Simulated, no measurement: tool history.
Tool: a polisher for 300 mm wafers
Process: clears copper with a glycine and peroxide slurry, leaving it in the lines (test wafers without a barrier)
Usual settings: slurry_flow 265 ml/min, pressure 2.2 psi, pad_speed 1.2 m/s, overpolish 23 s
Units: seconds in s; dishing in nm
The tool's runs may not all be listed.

| run | hour | slurry_flow | pressure | pad_speed | overpolish | incoming thickness of the incoming film, nm | seconds | dishing |
|---|---|---|---|---|---|---|---|---|
| 1 | 0 | 245 | 2.2 | 1.2 | 23 | 386.8 | 87.3 | 57.7 |
| 2 | 6.9 | 245 | 2.2 | 1.2 | 23 | 382.4 | 87.3 | 57.7 |
|  | 23.1 | worn pad replaced by a new one |
| 3 | 23.6 | 265 | 2.2 | 1.2 | 23 | 379.6 | 84.1 | 58.6 |
| 4 | 34.1 | 265 | 2.2 | 1.2 | 23 | 376.8 | 85.8 | 57.4 |
| 5 | 48.2 | 265 | 2.2 | 1.2 | 23 | 386.7 | 86.7 | 57.3 |
| 6 | 58.6 | 265 | 2.2 | 1.2 | 32 | 381.2 | 84.4 | 67.2 |
| 7 | 71.2 | 265 | 2.2 | 1.2 | 32 | 377.2 | 84.1 | 68.1 |
| 8 | 77.7 | 265 | 2.2 | 1.2 | 32 | 382.8 | 85 | 67.9 |
| 9 | 91.9 | 265 | 2.2 | 1.2 | 23 | 374.4 | 84.5 | 58.6 |
| 10 | 106.7 | 265 | 2.2 | 1.2 | 23 | 377.9 | 86.8 | 58.4 |
|  | 113.2 | slurry nozzle cleaned |
|  | 121.5 | head pressure recalibrated |
| 11 | 123.5 | 265 | 2.2 | 1.2 | 23 | 382.5 | 92.4 | 55 |
|  | 131.1 | worn pad replaced by a new one |
| 12 | 132.5 | 265 | 1.4 | 1.2 | 23 | 377.7 | 134.7 | 41.2 |
| 13 | 139.5 | 315 | 2.2 | 0.8 | 36 | 380.8 | 113.2 | 62.4 |
| 14 | 156.8 | 220 | 1.6 | 1.2 | 18 | 387.1 | 121.9 | 38.2 |
| 15 | 166.3 | 265 | 2.2 | 1.2 | 23 | 379.3 | 90.8 | 55.7 |
| 16 | 173.9 | 265 | 2.5 | 0.84 | 23 | 381.6 | 102.7 | 54.3 |
| 17 | 184.5 | 265 | 2.2 | 1.2 | 23 | 384 | 91.5 | 55.6 |
| 18 | 199.4 | 225 | 2.6 | 1.2 | 29 | 380.2 | 77.9 | 67.6 |
| 19 | 213.3 | 265 | 2.2 | 1.2 | 23 | 379.5 | 91 | 55.1 |
| 20 | 219.7 | 265 | 1.9 | 1.2 | 36 | 377.2 | 99.6 | 64.3 |
| 21 | 231 | 265 | 2.5 | 1.2 | 23 | 381.1 | 83 | 60.4 |
|  | 243.8 | worn pad replaced by a new one |
| 22 | 245.3 | 205 | 2.2 | 1.06 | 23 | 381.2 | 99.5 | 53.3 |
| 23 | 260.7 | 290 | 2.2 | 1.2 | 23 | 380.9 | 89.1 | 56.5 |
| 24 | 273.4 | 265 | 2.2 | 1.2 | 13 | 385.3 | 90.8 | 38.8 |
| 25 | 284.3 | 345 | 2.2 | 1.5 | 23 | 375.9 | 72.3 | 60.6 |
| 26 | 294.4 | 265 | 2.2 | 0.8 | 23 | 383.4 | 110.3 | 50.3 |

Run 27 comes next. What will it give?
| 27 | 307.7 | 245 | 2.2 | 1.2 | 23 | 380.9 | ? | ? |

seconds: 88.6 s
dishing: 56.2 nm
Without the tool's hidden state the same run would have given seconds 94.1 s, dishing 53.8 nm.
